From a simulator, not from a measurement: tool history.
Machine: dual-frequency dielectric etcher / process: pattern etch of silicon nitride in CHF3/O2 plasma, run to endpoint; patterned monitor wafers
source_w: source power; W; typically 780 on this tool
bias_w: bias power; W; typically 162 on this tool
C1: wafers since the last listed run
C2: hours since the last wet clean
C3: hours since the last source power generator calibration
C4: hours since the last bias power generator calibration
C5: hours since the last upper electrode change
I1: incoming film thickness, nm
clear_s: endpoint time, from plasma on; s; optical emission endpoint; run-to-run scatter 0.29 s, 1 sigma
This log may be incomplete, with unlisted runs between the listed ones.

Run 1, hour 0: usual settings but bias_w 132 W; C1 0; C2 275.4; C3 4457.5; C4 2554.7; C5 2570.9; I1 105.4. Result: clear_s 71.7 s.
Run 2, hour 33.1: usual settings but source_w 920 W; C1 358; C2 308.5; C3 4490.6; C4 2587.8; C5 2604; I1 105.5. Result: clear_s 61.2 s.
Run 3, hour 51.1: usual settings but bias_w 139 W; C1 195; C2 326.5; C3 4508.6; C4 2605.8; C5 2622; I1 106.5. Result: clear_s 70.7 s.
Run 4, hour 64.8: usual settings; C1 148; C2 340.2; C3 4522.3; C4 2619.5; C5 2635.7; I1 107.7. Result: clear_s 68.4 s.
Run 5, hour 89.2: usual settings; C1 264; C2 364.6; C3 4546.7; C4 2643.9; C5 2660.1; I1 106.3. Result: clear_s 67.9 s.
Run 6, hour 104.4: usual settings; C1 164; C2 379.8; C3 4561.9; C4 2659.1; C5 2675.3; I1 106.5. Result: clear_s 67.6 s.
Run 7, hour 120.1: usual settings; C1 170; C2 395.5; C3 4577.6; C4 2674.8; C5 2691; I1 106.2. Result: clear_s 66.9 s.
Run 8, hour 153.5: usual settings but source_w 880 W, bias_w 179 W; C1 361; C2 428.9; C3 4611; C4 2708.2; C5 2724.4; I1 106.6. Result: clear_s 61 s.
At hour 169: bias power generator calibrated.
Run 9, hour 183.3: usual settings but source_w 640 W, bias_w 139 W; C1 279; C2 458.7; C3 4640.8; C4 14.3; C5 2754.2; I1 106.6. Result: clear_s 80 s.
At hour 197.7: source power generator calibrated.
At hour 208.7: upper electrode replaced.
At hour 228.8: wet clean of the chamber.
Run 10, hour 229.3: usual settings but source_w 730 W, bias_w 198 W; C1 117; C2 0.5; C3 31.6; C4 60.3; C5 20.6; I1 106.3. Result: clear_s 68.5 s.
Run 11, hour 229.6: usual settings; C1 3; C2 0.8; C3 31.9; C4 60.6; C5 20.9; I1 107.1. Result: clear_s 71.3 s.
Run 12, hour 230.1: usual settings but source_w 620 W, bias_w 176 W; C1 5; C2 1.3; C3 32.4; C4 61.1; C5 21.4; I1 105.2. Result: clear_s 79.2 s.
Run 13, hour 257.4: usual settings; C1 295; C2 28.6; C3 59.7; C4 88.4; C5 48.7; I1 107. Result: clear_s 70.7 s.
Run 14, hour 270.1: usual settings but source_w 860 W, bias_w 137 W; C1 137; C2 41.3; C3 72.4; C4 101.1; C5 61.4; I1 105.6. Result: clear_s 69.4 s.
Run 15, hour 299: usual settings but bias_w 180 W; C1 313; C2 70.2; C3 101.3; C4 130; C5 90.3; I1 105.1. Result: clear_s 67.4 s.

4 ways to go on from here, each from the tool as it stands after run 15. What would each give?
Run A, hour 299.4: usual settings; C1 4; C2 70.6; C3 101.7; C4 130.4; C5 90.7; I1 105.1. Result: clear_s ?.
Run B, hour 299.4: usual settings but source_w 710 W, bias_w 140 W; C1 4; C2 70.6; C3 101.7; C4 130.4; C5 90.7; I1 105.1. Result: clear_s ?.
Run C, hour 299.4: usual settings but bias_w 131 W; C1 4; C2 70.6; C3 101.7; C4 130.4; C5 90.7; I1 105.1. Result: clear_s ?.
Run D, hour 299.4: usual settings but source_w 910 W, bias_w 147 W; C1 4; C2 70.6; C3 101.7; C4 130.4; C5 90.7; I1 105.1. Result: clear_s ?.

run  clear_s
  A     69.4
  B     77.1
  C       74
  D     65.2
Without the tool's hidden state the same runs would have given:
run  clear_s
  A     69.6
  B     77.3
  C     74.2
  D     65.4
